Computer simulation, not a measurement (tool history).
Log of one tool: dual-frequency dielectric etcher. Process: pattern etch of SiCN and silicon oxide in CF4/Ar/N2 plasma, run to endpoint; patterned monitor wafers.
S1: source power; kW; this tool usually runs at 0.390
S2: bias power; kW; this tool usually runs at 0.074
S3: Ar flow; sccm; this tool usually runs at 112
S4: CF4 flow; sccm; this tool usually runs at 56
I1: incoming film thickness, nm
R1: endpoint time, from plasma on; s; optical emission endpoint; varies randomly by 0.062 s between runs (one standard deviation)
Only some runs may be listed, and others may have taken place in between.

| run | hour | S1 | S2 | S3 | S4 | I1 | R1 |
|---|---|---|---|---|---|---|---|
| 1 | 0.0 | 0.390 | 0.074 | 112 | 56 | 13.82 | 21.2 |
| 2 | 51.7 | 0.390 | 0.074 | 112 | 56 | 13.88 | 21.2 |
| 3 | 132.2 | 0.390 | 0.074 | 112 | 56 | 13.95 | 21.4 |
| 4 | 207.0 | 0.390 | 0.060 | 112 | 56 | 14.05 | 22.8 |
| 5 | 266.1 | 0.390 | 0.074 | 112 | 52 | 14.09 | 22.0 |
|  | 323.4 | wet clean of the chamber |
| 6 | 323.9 | 0.390 | 0.074 | 112 | 52 | 13.91 | 21.6 |
| 7 | 368.9 | 0.420 | 0.074 | 112 | 56 | 13.82 | 20.1 |
|  | 421.1 | CF4 flow controller replaced |
|  | 431.1 | source power generator calibrated |
| 8 | 455.1 | 0.420 | 0.074 | 112 | 56 | 13.83 | 19.4 |
| 9 | 526.2 | 0.390 | 0.074 | 112 | 56 | 13.86 | 20.3 |
| 10 | 589.8 | 0.390 | 0.074 | 112 | 56 | 13.84 | 20.2 |
|  | 626.6 | bias power generator calibrated |
| 11 | 670.8 | 0.390 | 0.074 | 112 | 56 | 13.97 | 20.8 |
|  | 740.5 | wet clean of the chamber |
| 12 | 767.1 | 0.290 | 0.062 | 112 | 49 | 13.82 | 26.6 |

What does the tool deliver on the next run?
| 13 | 814.7 | 0.390 | 0.074 | 112 | 52 | 13.84 | ? |

{"run 13": {"R1": 20.9}}
On a tool with no hidden condition, and with the same random variation, this run would have come out at R1 20.8 s.
